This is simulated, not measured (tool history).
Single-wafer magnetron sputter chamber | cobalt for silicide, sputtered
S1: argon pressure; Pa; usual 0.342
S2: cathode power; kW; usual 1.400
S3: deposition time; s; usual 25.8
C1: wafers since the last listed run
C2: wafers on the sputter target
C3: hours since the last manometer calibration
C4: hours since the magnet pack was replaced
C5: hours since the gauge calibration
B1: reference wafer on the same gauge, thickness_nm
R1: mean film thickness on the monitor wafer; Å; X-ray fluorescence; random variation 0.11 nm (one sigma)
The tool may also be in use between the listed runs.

run	hour	S1	S2	S3	C1	C2	C3	C4	C5	B1	R1
1	0.0	0.342	1.400	25.8	0	6666	1582.4	5322.8	150.4	15.870	175.44
# hour 30.8: sputter target and shields replaced
2	55.2	0.342	1.400	25.8	1249	646	1637.6	5378.0	205.6	15.884	186.24
3	98.9	0.342	1.400	25.8	1156	1803	1681.3	5421.7	249.3	15.870	182.79
4	203.2	0.342	1.400	25.8	2760	4563	1785.6	5526.0	353.6	15.901	177.00
5	301.7	0.403	1.400	25.8	2606	7170	1884.1	5624.5	452.1	15.920	169.52
# hour 358.8: sputter target and shields replaced
6	395.3	0.403	1.400	25.8	2265	966	1977.7	5718.1	545.7	15.896	180.94
7	468.5	0.403	1.400	25.8	1937	2903	2050.9	5791.3	618.9	15.892	177.25
8	561.2	0.342	1.400	25.8	2453	5356	2143.6	5884.0	711.6	15.943	177.83
# hour 612.6: sputter target and shields replaced
9	623.3	0.342	1.400	25.8	1431	282	2205.7	5946.1	773.7	15.869	186.00
10	728.5	0.342	1.400	25.8	2784	3066	2310.9	6051.3	878.9	15.889	181.60
# hour 801.4: gauge calibrated
# hour 825.6: magnet pack replaced, of another model than before
11	826.1	0.342	1.750	30.8	2371	5438	2408.5	0.5	24.7	15.885	263.83
# hour 861.9: sputter target and shields replaced
12	864.6	0.215	1.550	22.3	807	71	2447.0	39.0	63.2	15.899	181.53
# hour 921.0: capacitance manometer re-zeroed and calibrated
13	956.2	0.288	1.400	25.8	2212	2283	35.2	130.6	154.8	15.865	185.96
14	1044.6	0.235	1.250	21.0	2339	4623	123.6	219.0	243.2	15.908	133.45
15	1120.7	0.342	1.200	23.2	2014	6637	199.7	295.1	319.3	15.887	136.68
# hour 1137.0: sputter target and shields replaced
16	1279.3	0.383	1.100	29.1	3985	3765	358.3	453.7	477.9	15.872	158.44
17	1374.4	0.271	1.300	30.6	2516	6282	453.4	548.8	573.0	15.904	196.15
18	1443.6	0.342	1.400	25.8	1831	8113	522.6	618.0	642.2	15.924	174.05

The tool's hidden state at each run:
true argon pressure above the setpoint (%): 0 in every run
gauge reads high (%): 0 in every run
H1: deposition rate above that of a new target (%)
run	H1
1	-6.77
2	-1.32
3	-2.42
4	-5.06
5	-7.56
6	-0.956
7	-2.81
8	-5.16
9	-0.66
10	-3.32
11	-5.8
12	-0.0891
13	-2.41
14	-4.65
15	-6.58
16	-4.07
17	-6.48
18	-8.23

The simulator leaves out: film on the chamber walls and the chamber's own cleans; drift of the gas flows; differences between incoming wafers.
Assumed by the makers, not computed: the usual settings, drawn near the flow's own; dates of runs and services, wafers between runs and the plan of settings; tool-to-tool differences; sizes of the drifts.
